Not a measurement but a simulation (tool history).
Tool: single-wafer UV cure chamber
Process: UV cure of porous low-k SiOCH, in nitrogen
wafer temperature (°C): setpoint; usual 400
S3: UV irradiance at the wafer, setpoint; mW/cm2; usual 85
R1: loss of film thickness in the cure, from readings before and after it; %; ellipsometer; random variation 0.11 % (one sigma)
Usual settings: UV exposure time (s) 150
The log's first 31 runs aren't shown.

{"run": 32, "hour": 2878.4, "wafer temperature (°C)": 400, "UV exposure time (s)": 205, "S3": 85, "R1": 10.372}
{"run": 33, "hour": 2915.2, "wafer temperature (°C)": 406, "UV exposure time (s)": 95, "S3": 112, "R1": 8.236}
{"run": 34, "hour": 2980.1, "wafer temperature (°C)": 383, "UV exposure time (s)": 230, "S3": 112, "R1": 11.71}
{"run": 35, "hour": 3039.7, "wafer temperature (°C)": 414, "UV exposure time (s)": 185, "S3": 64, "R1": 8.769}
{"run": 36, "hour": 3122.5, "wafer temperature (°C)": 400, "UV exposure time (s)": 150, "S3": 111, "R1": 9.969}
{"run": 37, "hour": 3349.0, "wafer temperature (°C)": 400, "UV exposure time (s)": 150, "S3": 85, "R1": 8.82}
{"run": 38, "hour": 3391.6, "wafer temperature (°C)": 391, "UV exposure time (s)": 125, "S3": 60, "R1": 6.374}
{"hour": 3461.9, "done": "quartz window cleaned"}
{"run": 39, "hour": 3498.5, "wafer temperature (°C)": 406, "UV exposure time (s)": 190, "S3": 110, "R1": 10.986}
{"run": 40, "hour": 3576.1, "wafer temperature (°C)": 383, "UV exposure time (s)": 175, "S3": 46, "R1": 6.47}

Forecast each of these 4 alternatives for the next run:
{"run": "A", "hour": 3576.6, "wafer temperature (°C)": 400, "UV exposure time (s)": 150, "S3": 85, "R1": "?"}
{"run": "B", "hour": 3576.6, "wafer temperature (°C)": 415, "UV exposure time (s)": 190, "S3": 85, "R1": "?"}
{"run": "C", "hour": 3576.6, "wafer temperature (°C)": 380, "UV exposure time (s)": 70, "S3": 67, "R1": "?"}
{"run": "D", "hour": 3576.6, "wafer temperature (°C)": 391, "UV exposure time (s)": 150, "S3": 106, "R1": "?"}

run=A R1=8.445
run=B R1=9.706
run=C R1=4.329
run=D R1=9.240
Without the tool's hidden state the same runs would have given:
run=A R1=8.940
run=B R1=10.216
run=C R1=4.710
run=D R1=9.745

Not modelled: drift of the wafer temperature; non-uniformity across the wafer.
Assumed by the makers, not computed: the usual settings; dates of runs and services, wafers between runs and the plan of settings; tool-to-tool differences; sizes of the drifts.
